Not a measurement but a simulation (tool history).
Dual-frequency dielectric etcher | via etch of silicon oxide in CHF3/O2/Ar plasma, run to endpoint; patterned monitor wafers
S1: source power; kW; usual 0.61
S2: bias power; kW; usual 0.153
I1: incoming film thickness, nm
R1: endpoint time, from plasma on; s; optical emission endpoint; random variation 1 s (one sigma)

{"run": 1, "hour": 0.0, "S1": 0.61, "S2": 0.153, "I1": 628.9, "R1": 343.1}
{"hour": 273.2, "done": "wet clean of the chamber"}
{"run": 2, "hour": 276.4, "S1": 0.61, "S2": 0.153, "I1": 638.5, "R1": 334.3}
{"run": 3, "hour": 361.7, "S1": 0.61, "S2": 0.153, "I1": 633.4, "R1": 336.4}
{"run": 4, "hour": 442.8, "S1": 0.61, "S2": 0.153, "I1": 636, "R1": 337}
{"hour": 558.4, "done": "upper electrode replaced"}
{"run": 5, "hour": 558.9, "S1": 0.61, "S2": 0.153, "I1": 625.8, "R1": 335.2}
{"run": 6, "hour": 627.2, "S1": 0.61, "S2": 0.153, "I1": 630.5, "R1": 338.7}
{"run": 7, "hour": 699.6, "S1": 0.61, "S2": 0.153, "I1": 634.4, "R1": 344.7}
{"hour": 735.9, "done": "source power generator calibrated"}
{"hour": 798.6, "done": "wet clean of the chamber"}
{"run": 8, "hour": 799.1, "S1": 0.61, "S2": 0.153, "I1": 632.7, "R1": 331.6}
{"run": 9, "hour": 837.7, "S1": 0.61, "S2": 0.153, "I1": 629.3, "R1": 332.2}
{"hour": 892.8, "done": "bias power generator calibrated"}
{"run": 10, "hour": 907.1, "S1": 0.61, "S2": 0.153, "I1": 630.3, "R1": 337}
{"run": 11, "hour": 972.0, "S1": 0.61, "S2": 0.153, "I1": 627, "R1": 337.5}
{"run": 12, "hour": 1068.0, "S1": 0.71, "S2": 0.141, "I1": 629.2, "R1": 319.8}
{"run": 13, "hour": 1105.2, "S1": 0.57, "S2": 0.181, "I1": 628.1, "R1": 338.3}
{"run": 14, "hour": 1150.7, "S1": 0.56, "S2": 0.135, "I1": 628.6, "R1": 376}
{"run": 15, "hour": 1211.5, "S1": 0.75, "S2": 0.179, "I1": 631.8, "R1": 290.7}
{"run": 16, "hour": 1284.0, "S1": 0.67, "S2": 0.138, "I1": 633.1, "R1": 339.3}
{"run": 17, "hour": 1354.1, "S1": 0.61, "S2": 0.153, "I1": 634, "R1": 349.7}
{"hour": 1433.6, "done": "wet clean of the chamber"}
{"run": 18, "hour": 1442.5, "S1": 0.55, "S2": 0.128, "I1": 630, "R1": 376.3}
{"run": 19, "hour": 1501.0, "S1": 0.57, "S2": 0.153, "I1": 632.8, "R1": 351.2}
{"run": 20, "hour": 1538.1, "S1": 0.61, "S2": 0.153, "I1": 634.5, "R1": 338.1}
{"run": 21, "hour": 1641.4, "S1": 0.69, "S2": 0.165, "I1": 638.1, "R1": 311.3}
{"run": 22, "hour": 1703.2, "S1": 0.61, "S2": 0.122, "I1": 627, "R1": 362.1}

Forecast each of these 4 alternatives for the next run:
{"run": "A", "hour": 1703.7, "S1": 0.61, "S2": 0.153, "I1": 626.1, "R1": "?"}
{"run": "B", "hour": 1703.7, "S1": 0.56, "S2": 0.183, "I1": 626.1, "R1": "?"}
{"run": "C", "hour": 1703.7, "S1": 0.65, "S2": 0.17, "I1": 626.1, "R1": "?"}
{"run": "D", "hour": 1703.7, "S1": 0.51, "S2": 0.12, "I1": 626.1, "R1": "?"}

run=A R1=336.1
run=B R1=335
run=C R1=312.9
run=D R1=407.2
Without the tool's hidden state the same runs would have given:
run=A R1=334
run=B R1=333
run=C R1=311
run=D R1=404.5
